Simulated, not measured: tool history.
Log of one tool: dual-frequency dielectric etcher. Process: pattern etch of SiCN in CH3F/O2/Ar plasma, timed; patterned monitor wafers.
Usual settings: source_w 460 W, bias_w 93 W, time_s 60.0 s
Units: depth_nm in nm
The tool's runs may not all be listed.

| run | hour | source_w | bias_w | time_s | wafers since the last listed run | hours since the last wet clean | hours since the last source power generator calibration | hours since the last bias power generator calibration | hours since the last upper electrode change | hours since the gauge calibration | read-back reference wafer on the same gauge, depth_nm | depth_nm |
|---|---|---|---|---|---|---|---|---|---|---|---|---|
| 1 | 0.0 | 540 | 93 | 51.5 | 0 | 374.7 | 4056.0 | 157.5 | 3718.6 | 4665.7 | 21.51 | 23.84 |
|  | 28.7 | gauge calibrated |
| 2 | 46.5 | 540 | 93 | 51.5 | 412 | 421.2 | 4102.5 | 204.0 | 3765.1 | 17.8 | 23.01 | 25.56 |
| 3 | 85.5 | 540 | 93 | 51.5 | 346 | 460.2 | 4141.5 | 243.0 | 3804.1 | 56.8 | 22.98 | 25.47 |
|  | 114.4 | source power generator calibrated |
| 4 | 188.1 | 460 | 93 | 55.5 | 875 | 562.8 | 73.7 | 345.6 | 3906.7 | 159.4 | 23.02 | 26.55 |
| 5 | 237.1 | 460 | 93 | 55.5 | 434 | 611.8 | 122.7 | 394.6 | 3955.7 | 208.4 | 23.03 | 26.44 |
|  | 385.9 | upper electrode replaced |
| 6 | 388.0 | 400 | 93 | 60.0 | 1126 | 762.7 | 273.6 | 545.5 | 2.1 | 359.3 | 23.03 | 27.61 |
|  | 432.1 | wet clean of the chamber |
| 7 | 459.0 | 490 | 93 | 60.0 | 417 | 26.9 | 344.6 | 616.5 | 73.1 | 430.3 | 22.97 | 29.21 |
| 8 | 531.2 | 460 | 82 | 60.0 | 640 | 99.1 | 416.8 | 688.7 | 145.3 | 502.5 | 23.00 | 26.57 |
| 9 | 594.6 | 570 | 93 | 60.0 | 562 | 162.5 | 480.2 | 752.1 | 208.7 | 565.9 | 23.01 | 30.07 |
| 10 | 659.5 | 460 | 93 | 60.0 | 576 | 227.4 | 545.1 | 817.0 | 273.6 | 630.8 | 23.01 | 28.57 |
| 11 | 752.6 | 530 | 85 | 72.5 | 826 | 320.5 | 638.2 | 910.1 | 366.7 | 723.9 | 23.01 | 34.20 |
| 12 | 829.4 | 500 | 93 | 60.0 | 681 | 397.3 | 715.0 | 986.9 | 443.5 | 800.7 | 22.98 | 28.98 |
| 13 | 916.7 | 460 | 93 | 60.0 | 775 | 484.6 | 802.3 | 1074.2 | 530.8 | 888.0 | 22.97 | 28.52 |
| 14 | 982.5 | 390 | 93 | 60.0 | 584 | 550.4 | 868.1 | 1140.0 | 596.6 | 953.8 | 22.96 | 27.22 |
| 15 | 1086.3 | 460 | 93 | 72.5 | 921 | 654.2 | 971.9 | 1243.8 | 700.4 | 1057.6 | 22.92 | 34.77 |
| 16 | 1187.8 | 350 | 93 | 60.0 | 901 | 755.7 | 1073.4 | 1345.3 | 801.9 | 1159.1 | 22.94 | 26.93 |
|  | 1223.4 | wet clean of the chamber |
| 17 | 1237.9 | 460 | 80 | 68.5 | 231 | 14.5 | 1123.5 | 1395.4 | 852.0 | 1209.2 | 22.97 | 30.06 |
| 18 | 1293.2 | 460 | 93 | 60.0 | 490 | 69.8 | 1178.8 | 1450.7 | 907.3 | 1264.5 | 22.97 | 28.46 |
| 19 | 1386.5 | 530 | 114 | 55.0 | 828 | 163.1 | 1272.1 | 1544.0 | 1000.6 | 1357.8 | 22.91 | 29.76 |
| 20 | 1450.9 | 460 | 109 | 60.0 | 571 | 227.5 | 1336.5 | 1608.4 | 1065.0 | 1422.2 | 22.86 | 31.24 |
| 21 | 1547.6 | 460 | 93 | 60.0 | 858 | 324.2 | 1433.2 | 1705.1 | 1161.7 | 1518.9 | 22.86 | 28.38 |
| 22 | 1600.1 | 460 | 93 | 60.0 | 466 | 376.7 | 1485.7 | 1757.6 | 1214.2 | 1571.4 | 22.88 | 28.18 |
| 23 | 1698.6 | 460 | 93 | 60.0 | 874 | 475.2 | 1584.2 | 1856.1 | 1312.7 | 1669.9 | 22.82 | 28.27 |
| 24 | 1764.5 | 570 | 80 | 49.5 | 585 | 541.1 | 1650.1 | 1922.0 | 1378.6 | 1735.8 | 22.87 | 22.69 |
| 25 | 1840.6 | 500 | 86 | 66.0 | 675 | 617.2 | 1726.2 | 1998.1 | 1454.7 | 1811.9 | 22.78 | 30.31 |
| 26 | 1895.6 | 460 | 77 | 60.0 | 488 | 672.2 | 1781.2 | 2053.1 | 1509.7 | 1866.9 | 22.78 | 25.28 |
| 27 | 1941.9 | 550 | 100 | 48.5 | 411 | 718.5 | 1827.5 | 2099.4 | 1556.0 | 1913.2 | 22.76 | 25.00 |
|  | 2050.4 | wet clean of the chamber |
| 28 | 2050.9 | 560 | 93 | 60.0 | 754 | 0.5 | 1936.5 | 2208.4 | 1665.0 | 2022.2 | 22.72 | 29.36 |
| 29 | 2093.0 | 460 | 93 | 52.0 | 373 | 42.6 | 1978.6 | 2250.5 | 1707.1 | 2064.3 | 22.75 | 24.34 |
| 30 | 2139.1 | 460 | 102 | 60.0 | 409 | 88.7 | 2024.7 | 2296.6 | 1753.2 | 2110.4 | 22.73 | 29.31 |
| 31 | 2213.2 | 370 | 80 | 44.5 | 657 | 162.8 | 2098.8 | 2370.7 | 1827.3 | 2184.5 | 22.70 | 18.42 |

3 ways to go on from here, each from the tool as it stands after run 31. What would each give?
| A | 2213.6 | 460 | 93 | 77.5 | 3 | 163.2 | 2099.2 | 2371.1 | 1827.7 | 2184.9 | ? | ? |
| B | 2213.6 | 460 | 112 | 76.0 | 3 | 163.2 | 2099.2 | 2371.1 | 1827.7 | 2184.9 | ? | ? |
| C | 2213.6 | 410 | 85 | 48.5 | 3 | 163.2 | 2099.2 | 2371.1 | 1827.7 | 2184.9 | ? | ? |

| run | read-back reference wafer on the same gauge, depth_nm | depth_nm |
|---|---|---|
| A | 22.71 | 36.47 |
| B | 22.71 | 39.45 |
| C | 22.71 | 21.19 |
Without the tool's hidden state the same runs would have given:
| run | depth_nm |
|---|---|
| A | 36.95 |
| B | 39.97 |
| C | 21.47 |
